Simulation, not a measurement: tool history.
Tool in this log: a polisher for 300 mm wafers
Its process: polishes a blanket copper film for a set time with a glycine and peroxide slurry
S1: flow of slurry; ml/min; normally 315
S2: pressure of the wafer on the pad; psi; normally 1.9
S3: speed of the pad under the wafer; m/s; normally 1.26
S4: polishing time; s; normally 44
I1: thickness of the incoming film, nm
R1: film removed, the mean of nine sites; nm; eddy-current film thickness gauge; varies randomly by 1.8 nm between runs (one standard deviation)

| run | hour | S1 | S2 | S3 | S4 | I1 | R1 |
|---|---|---|---|---|---|---|---|
| 1 | 0 | 315 | 1.9 | 1.04 | 53 | 2338.4 | 173.9 |
| 2 | 16 | 315 | 1.9 | 1.04 | 53 | 2308.4 | 173 |
| 3 | 31.9 | 315 | 1.9 | 1.26 | 44 | 2316.3 | 165.7 |
| 4 | 43.6 | 315 | 1.9 | 1.26 | 44 | 2274.9 | 164.6 |
| 5 | 58.9 | 315 | 1.9 | 1.26 | 44 | 2266.5 | 164.3 |
| 6 | 68.5 | 315 | 1.9 | 1.26 | 44 | 2301.8 | 160.2 |
| 7 | 82.1 | 315 | 1.9 | 1.08 | 44 | 2311.1 | 139.8 |
| 8 | 99.8 | 315 | 1.9 | 1.26 | 44 | 2327.4 | 155.8 |
| 9 | 111 | 315 | 1.9 | 1.26 | 44 | 2304.3 | 151.1 |
| 10 | 127.6 | 275 | 1.9 | 1.26 | 44 | 2315.1 | 148.1 |
| 11 | 136.1 | 275 | 1.9 | 1.26 | 44 | 2255.2 | 148.3 |
| 12 | 142.3 | 275 | 1.9 | 1.26 | 44 | 2302.5 | 145.4 |
| 13 | 154.9 | 315 | 1.9 | 1.26 | 44 | 2308.5 | 147.4 |
| 14 | 175.1 | 315 | 1.9 | 1.26 | 44 | 2276.3 | 165.8 |
| 15 | 182.1 | 315 | 1.9 | 1.26 | 44 | 2282.2 | 166.3 |
| 16 | 191.6 | 315 | 1.9 | 1.26 | 44 | 2311.1 | 163.9 |
| 17 | 204.8 | 315 | 1.9 | 1.26 | 44 | 2327.5 | 166.4 |
| 18 | 218.7 | 315 | 1.9 | 1.26 | 30 | 2300.6 | 116.9 |
| 19 | 235.2 | 315 | 2.2 | 1.64 | 44 | 2309.5 | 235.9 |
| 20 | 244.2 | 420 | 1.3 | 1.26 | 44 | 2273.6 | 130 |
| 21 | 255.9 | 370 | 1.9 | 1.26 | 44 | 2290.9 | 168.1 |
| 22 | 273.3 | 315 | 1.9 | 1.26 | 30 | 2293.6 | 111.9 |
| 23 | 286.6 | 315 | 1.9 | 1.26 | 44 | 2302.3 | 160.9 |
| 24 | 304.3 | 315 | 1.9 | 1.26 | 44 | 2331.5 | 158.7 |
| 25 | 313 | 315 | 1.9 | 1.26 | 44 | 2292.1 | 154.2 |
| 26 | 320.8 | 315 | 1.9 | 1.26 | 34 | 2302.5 | 135.6 |
| 27 | 328.2 | 315 | 1.4 | 1.54 | 44 | 2316.7 | 161.4 |
| 28 | 344.3 | 315 | 1.7 | 1.44 | 44 | 2310.4 | 174.8 |
| 29 | 359.1 | 415 | 1.7 | 1.26 | 44 | 2321.2 | 161.1 |
| 30 | 368 | 315 | 1.7 | 1.1 | 52 | 2307.6 | 163.4 |
| 31 | 384.6 | 405 | 1.9 | 1.38 | 58 | 2296.8 | 239.1 |
| 32 | 390.8 | 375 | 1.9 | 1.26 | 39 | 2277.8 | 147.1 |
| 33 | 402.7 | 285 | 2.1 | 1.54 | 50 | 2339.9 | 229.9 |

Withheld: 4 entries from between the runs. Position of each, and hidden state at the listed run before versus the listed run after:
Run 13 -> run 14: worn pad replaced by a new one (hour 170.6)
  removal rate lost through wear of the pad, %: 12.8 -> 0.795; slurry flow missing at the pad, %: 42.3 -> 44
  measured minus no-state result, R1: -31 -> -11.2 nm
Run 17 -> run 18: slurry nozzle cleaned (hour 214)
  removal rate lost through wear of the pad, %: 2.97 -> 3.99; slurry flow missing at the pad, %: 46.5 -> 6.63
  measured minus no-state result, R1: -16.3 -> -5.5 nm
Run 22 -> run 23: head pressure recalibrated (hour 283.1)
  removal rate lost through wear of the pad, %: 7.98 -> 8.96; slurry flow missing at the pad, %: 11.2 -> 12.4
  measured minus no-state result, R1: -10.9 -> -17.8 nm
Run 25 -> run 26: worn pad replaced by a new one (hour 319.4)
  removal rate lost through wear of the pad, %: 10.9 -> 0.914; slurry flow missing at the pad, %: 14.6 -> 15.3
  measured minus no-state result, R1: -21.1 -> -3.2 nm
